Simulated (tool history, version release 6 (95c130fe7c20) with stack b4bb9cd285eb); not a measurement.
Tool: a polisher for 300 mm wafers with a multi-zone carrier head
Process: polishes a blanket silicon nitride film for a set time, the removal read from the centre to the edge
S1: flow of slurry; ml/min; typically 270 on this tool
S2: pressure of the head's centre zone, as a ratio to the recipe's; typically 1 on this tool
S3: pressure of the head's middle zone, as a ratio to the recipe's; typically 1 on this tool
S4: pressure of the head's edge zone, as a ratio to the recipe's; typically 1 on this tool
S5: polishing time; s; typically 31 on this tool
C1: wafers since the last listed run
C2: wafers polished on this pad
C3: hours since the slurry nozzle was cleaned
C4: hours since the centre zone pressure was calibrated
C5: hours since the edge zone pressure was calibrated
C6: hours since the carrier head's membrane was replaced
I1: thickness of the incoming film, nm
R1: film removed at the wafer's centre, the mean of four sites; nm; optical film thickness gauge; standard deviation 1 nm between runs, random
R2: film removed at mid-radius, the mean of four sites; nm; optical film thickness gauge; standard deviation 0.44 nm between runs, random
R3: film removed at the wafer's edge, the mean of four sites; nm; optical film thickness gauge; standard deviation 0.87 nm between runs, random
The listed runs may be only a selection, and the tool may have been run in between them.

run	day	S1	S2	S3	S4	S5	C1	C2	C3	C4	C5	C6	I1	R1	R2	R3
1	0	270	1	1	1	26	0	2263	54.2	578.5	23.9	673.2	365	53.5	52.4	52.2
2	3.096	270	1	1	1	26	908	3171	128.5	652.8	98.2	747.5	375.1	52.8	52	51.6
# day 5.254: worn pad replaced by a new one
# day 5.429: carrier head's membrane replaced by a new one
3	5.946	270	1	1	1	31	735	151	196.9	721.2	166.6	12.4	367.1	70.7	68.4	69.6
# day 9.704: centre zone pressure recalibrated
4	9.725	270	1	1	1	31	1084	1235	287.6	0.5	257.3	103.1	374.9	65.6	64.6	65.8
5	11.983	270	1	1	1	31	662	1898	341.8	54.7	311.5	157.3	366.2	63.2	62.5	63.4
6	13.833	270	1	0.97	1	31	542	2440	386.2	99.1	355.9	201.7	367.7	63.8	59.9	62.4
# day 17.608: worn pad replaced by a new one
7	17.629	235	1	1	1	31	1064	5	477.3	190.2	447	292.8	373.1	68.1	68.7	70.4
8	19.338	235	1	1	1	31	501	506	518.3	231.2	488	333.8	367	66.2	64.9	67.4
# day 21.575: edge zone pressure recalibrated
9	22.979	270	1	1	1	31	1043	1550	605.7	318.6	33.7	421.2	368.6	65.2	63.4	63.4
10	26.192	270	1	1	1	31	942	2492	682.8	395.7	110.8	498.3	372.4	63	62.4	63.4
# day 27.896: slurry nozzle cleaned
11	28.233	230	1	0.88	1	39	586	3079	8.1	444.7	159.8	547.3	375	76.3	68.7	77.7
# day 31.075: worn pad replaced by a new one
12	32.492	270	1	1	1	31	1200	415	110.3	546.9	262	649.5	374.3	67.1	66.5	66.4
13	34.388	185	0.97	1	1	35	556	971	155.8	592.4	307.5	695	365.8	68.8	68.2	68.9
14	37.333	230	1	0.88	1	39	864	1835	226.5	663.1	378.2	765.7	375.2	75.7	68.7	79.7
15	38.925	270	1	0.92	1	31	466	2302	264.7	701.3	416.4	803.9	361.6	61.9	57.1	63.1
# day 39.162: centre zone pressure recalibrated
# day 39.808: edge zone pressure recalibrated
16	40.692	245	1	1	1	31	469	2772	307.1	36.7	21.2	846.3	374.5	60.8	60.7	60.9
# day 41.317: carrier head's membrane replaced by a new one
# day 41.996: worn pad replaced by a new one
17	43.471	335	1	1	0.92	31	705	433	373.8	103.4	87.9	51.7	373.7	70	68.8	65.8
18	45.8	270	1	1	1	21	683	1116	429.7	159.3	143.8	107.6	371.2	43.5	43.8	44.6
19	47.488	340	1	0.93	0.93	26	494	1611	470.2	199.8	184.3	148.1	368.2	56.9	51.3	52.4
20	51.742	270	0.92	0.94	1	31	1247	2859	572.3	301.9	286.4	250.2	373.7	58.7	58.6	63.5
21	53.4	270	1	1	1	26	486	3345	612.1	341.7	326.2	290	373.3	52.5	52.4	51.8

Below are 5 alternative next runs, each starting from the tool's condition after run 21. Predict each:
A	53.417	270	1.04	1	1	31	4	3350	612.5	342.1	326.6	290.4	372.6	?	?	?
B	53.417	270	1	1	0.95	42	4	3350	612.5	342.1	326.6	290.4	372.6	?	?	?
C	53.417	195	1	1	0.88	39	4	3350	612.5	342.1	326.6	290.4	372.6	?	?	?
D	53.417	355	1	1	1	21	4	3350	612.5	342.1	326.6	290.4	372.6	?	?	?
E	53.417	360	1	1.04	1	31	4	3350	612.5	342.1	326.6	290.4	372.6	?	?	?

run	R1	R2	R3
A	66.4	62	63.2
B	86.7	84	83.6
C	76.4	74.5	72.3
D	44.7	43.2	43.7
E	66.1	65.9	64.6
Take away the tool's hidden state, keep each run's random variation, and the runs would have read:
run	R1	R2	R3
A	75.5	70.5	71.8
B	98.6	95.5	95
C	86.9	84.6	82.2
D	50.8	49.1	49.7
E	75.1	74.9	73.4
